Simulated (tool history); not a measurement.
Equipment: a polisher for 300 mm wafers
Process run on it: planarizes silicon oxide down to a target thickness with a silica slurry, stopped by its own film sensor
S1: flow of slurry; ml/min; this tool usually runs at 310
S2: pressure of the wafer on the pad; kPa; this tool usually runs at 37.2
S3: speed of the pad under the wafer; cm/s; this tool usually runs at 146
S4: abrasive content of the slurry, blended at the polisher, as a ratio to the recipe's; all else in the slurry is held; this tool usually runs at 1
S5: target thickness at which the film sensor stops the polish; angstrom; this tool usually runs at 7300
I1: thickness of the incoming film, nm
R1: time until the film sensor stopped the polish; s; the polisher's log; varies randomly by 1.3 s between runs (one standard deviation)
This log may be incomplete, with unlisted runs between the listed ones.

run	day	S1	S2	S3	S4	S5	I1	R1
1	0	310	37.2	146	1	7300	1096.2	64.3
2	0.842	310	37.2	146	1	7300	1131.4	73
# day 2.242: slurry blender recalibrated
3	2.317	310	37.2	128	1	7300	1120.4	78.5
# day 3.246: worn pad replaced by a new one
4	3.542	310	37.2	146	1	7300	1106.3	72.3
5	4.646	310	37.2	146	1	7300	1120.2	72
6	5.95	310	37.2	146	1	6690	1122.5	84.6
# day 7.312: worn pad replaced by a new one
7	7.338	310	37.2	146	1	6690	1124.2	86.7
8	8.267	310	37.2	156	1	7300	1118.1	67.6
9	8.896	395	27.6	146	1.25	8420	1118.1	61.3
# day 9.183: head pressure recalibrated
10	9.971	310	37.2	186	1.25	7300	1121.5	58
11	10.579	410	37.2	188	1	7300	1135.5	60.6
# day 11.229: slurry blender recalibrated
# day 11.4: worn pad replaced by a new one
# day 11.467: conditioning disc replaced and pad reconditioned
12	11.488	310	37.2	146	1	7300	1126.4	82.3
# day 12.688: slurry nozzle cleaned
13	12.821	310	27.6	194	1	7300	1112.1	85.4
# day 14.021: conditioning disc replaced and pad reconditioned, repeated, since the last time left the tool worse
14	14.133	310	37.2	146	1	7300	1120.4	69.4
# day 14.571: worn pad replaced by a new one
15	15.554	230	49.6	192	0.9	7300	1113.6	44.8

Predict the results of run 16:
16	16.592	310	50.3	112	1	8610	1139.9	?

Logged for run 16: R1 44.8 s.
Take away the tool's hidden state, keep the run-to-run variation as it was, and the same run would have given R1 42.3 s.

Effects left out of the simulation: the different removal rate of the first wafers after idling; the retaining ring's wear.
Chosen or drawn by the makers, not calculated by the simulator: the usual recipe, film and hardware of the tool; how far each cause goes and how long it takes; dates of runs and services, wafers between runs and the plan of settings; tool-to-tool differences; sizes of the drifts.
